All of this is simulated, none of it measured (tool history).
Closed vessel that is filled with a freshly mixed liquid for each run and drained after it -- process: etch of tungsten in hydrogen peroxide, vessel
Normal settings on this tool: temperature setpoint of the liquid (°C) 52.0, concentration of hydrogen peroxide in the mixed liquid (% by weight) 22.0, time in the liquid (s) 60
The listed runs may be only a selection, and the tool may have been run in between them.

run     day  temperature setpoint of the liquid (°C)  concentration of hydrogen peroxide in the mixed liquid (% by weight)  time in the liquid (s)  read-back film thickness of the tungsten reference wafer, read on the same gauge (nm)  thickness taken off the tungsten on a monitor wafer (Å)
  1   0.000                                     52.0                                                                  22.0                      60                                                                                 100.00                                                    941.4
  2   1.108                                     52.0                                                                  22.0                      60                                                                                  99.99                                                    938.1
  3   2.042                                     52.0                                                                  22.0                      60                                                                                  99.99                                                    968.9
  4   3.050                                     52.0                                                                  22.0                      60                                                                                 100.00                                                    941.7
  5   3.933                                     52.0                                                                  22.0                      60                                                                                 100.00                                                    955.6
  6   4.508                                     52.0                                                                  22.0                      60                                                                                  99.96                                                    954.0
  7   5.250                                     52.0                                                                  22.0                      60                                                                                 100.01                                                    946.9
  8   7.850                                     52.0                                                                  22.0                      60                                                                                 100.00                                                    947.8
  9   9.117                                     52.0                                                                  22.0                      60                                                                                 100.00                                                    958.9
 10   9.629                                     52.0                                                                  22.0                      60                                                                                 100.01                                                    958.5
 11  10.483                                     52.0                                                                  22.0                      60                                                                                  99.98                                                    959.2
     10.962  -- thermometer replaced
 12  11.971                                     52.0                                                                  22.0                      60                                                                                 100.00                                                    838.9
 13  12.712                                     52.0                                                                  22.0                      60                                                                                 100.00                                                    820.1
 14  13.438                                     43.0                                                                  19.5                      30                                                                                 100.00                                                    224.4
 15  14.275                                     55.0                                                                  28.5                      45                                                                                 100.03                                                    852.6
 16  15.588                                     52.0                                                                  22.0                      60                                                                                 100.02                                                    845.5
     16.546  -- new drum of peroxide connected
 17  16.621                                     52.0                                                                  22.0                      60                                                                                  99.97                                                    848.4
     16.721  -- gauge calibrated
 18  17.892                                     44.5                                                                  27.5                      35                                                                                 100.02                                                    345.6
 19  19.262                                     44.0                                                                  25.0                      75                                                                                  99.97                                                    682.1
     19.346  -- peroxide flow meter replaced
 20  20.588                                     44.5                                                                  26.5                      75                                                                                 100.01                                                    734.1
 21  22.025                                     52.0                                                                  22.0                      60                                                                                 100.01                                                    833.2
 22  23.462                                     59.0                                                                  28.0                      30                                                                                 100.00                                                    727.1
 23  24.475                                     52.0                                                                  22.0                      60                                                                                 100.01                                                    850.1
 24  25.421                                     52.0                                                                  22.0                      60                                                                                 100.03                                                    848.7
 25  26.196                                     55.5                                                                  22.0                      35                                                                                 100.02                                                    614.7
 26  27.262                                     49.0                                                                  22.0                      80                                                                                 100.00                                                    939.8

Alternative continuations, all from the tool just after run 26; predict every row:
  A  27.292                                     52.0                                                                  22.0                      85                                                                                      ?                                                        ?
  B  27.292                                     44.5                                                                  20.0                      90                                                                                      ?                                                        ?
  C  27.292                                     55.5                                                                  17.0                      60                                                                                      ?                                                        ?

run  read-back film thickness of the tungsten reference wafer, read on the same gauge (nm)  thickness taken off the tungsten on a monitor wafer (Å)
  A                                                                                 100.01                                                   1202.4
  B                                                                                 100.01                                                    764.8
  C                                                                                 100.01                                                    918.9
Take away the tool's hidden state, keep each run's random variation, and the runs would have read:
run  thickness taken off the tungsten on a monitor wafer (Å)
  A                                                   1165.3
  B                                                    740.1
  C                                                    891.2
